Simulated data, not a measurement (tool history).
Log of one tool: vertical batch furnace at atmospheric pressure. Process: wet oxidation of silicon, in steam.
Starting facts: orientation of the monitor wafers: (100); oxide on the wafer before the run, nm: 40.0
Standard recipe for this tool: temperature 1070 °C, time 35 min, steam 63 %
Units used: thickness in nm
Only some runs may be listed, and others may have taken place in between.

run	hour	temperature	time	steam	read-back reference wafer on the same gauge, thickness	thickness
1	0	1070	35	63	286.93	321.41
2	80.5	1070	35	63	286.79	323.43
3	120.7	1070	35	63	287.01	322.14
4	198.4	1070	35	63	287.01	323.42
5	284.5	1070	35	63	286.84	322.88
6	334.3	1070	35	63	286.96	323.36
7	377.1	1070	35	63	286.97	323.2
8	444.9	1070	35	63	287.2	322.65
9	499.1	1070	35	63	287.04	322.05
10	564.1	1070	35	63	286.85	321.97
11	602.2	1070	35	63	286.75	321.72
# hour 607: gauge calibrated
12	656.7	1083	35	63	286.93	345.39
13	727.8	1083	35	63	286.96	345.09
14	826.4	1070	35	63	287.1	322.89
# hour 876.9: steam generator serviced
15	888.1	1070	49.5	68	286.97	426.32
16	940.9	1070	42	67	287.1	384.01
17	1126.1	1089	45	69	287.37	439.7
# hour 1164.8: thermocouples replaced and temperature profile calibrated
18	1218.4	1078	20	75	286.85	266.13
19	1286.4	1054	35	59	287.1	281.1
20	1354.9	1070	29	68	287.06	302.79
21	1429.8	1070	35	70	286.94	341.54
22	1471.5	1052	29	63	286.92	258.64
23	1511.1	1070	35	63	286.87	320.21
# hour 1617.2: gauge calibrated
24	1623.6	1046	35	63	286.9	280.73
25	1713.3	1059	49.5	72	286.71	401.69
26	1819.7	1085	24.5	54	286.97	257.71
27	1886.9	1049	35	63	286.73	286.41

Give the tool's hidden conditions for every run:
gauge reads high (%): 0 on each run
H1: true tube temperature minus thermocouple reading, K
H2: steam share off its setpoint, % of the setpoint
run	H1	H2
1	3.98	-4.69
2	4.08	-4.89
3	4.13	-4.98
4	4.22	-5.13
5	4.31	-5.27
6	4.36	-5.34
7	4.4	-5.39
8	4.45	-5.47
9	4.5	-5.53
10	4.55	-5.58
11	4.58	-5.61
12	4.61	-5.65
13	4.66	-5.7
14	4.72	-5.75
15	4.75	-0.191
16	4.78	-0.715
17	4.86	-2.15
18	0.615	-2.68
19	0.953	-3.01
20	1.27	-3.3
21	1.59	-3.57
22	1.76	-3.7
23	1.92	-3.82
24	2.32	-4.1
25	2.61	-4.28
26	2.92	-4.45
27	3.1	-4.54
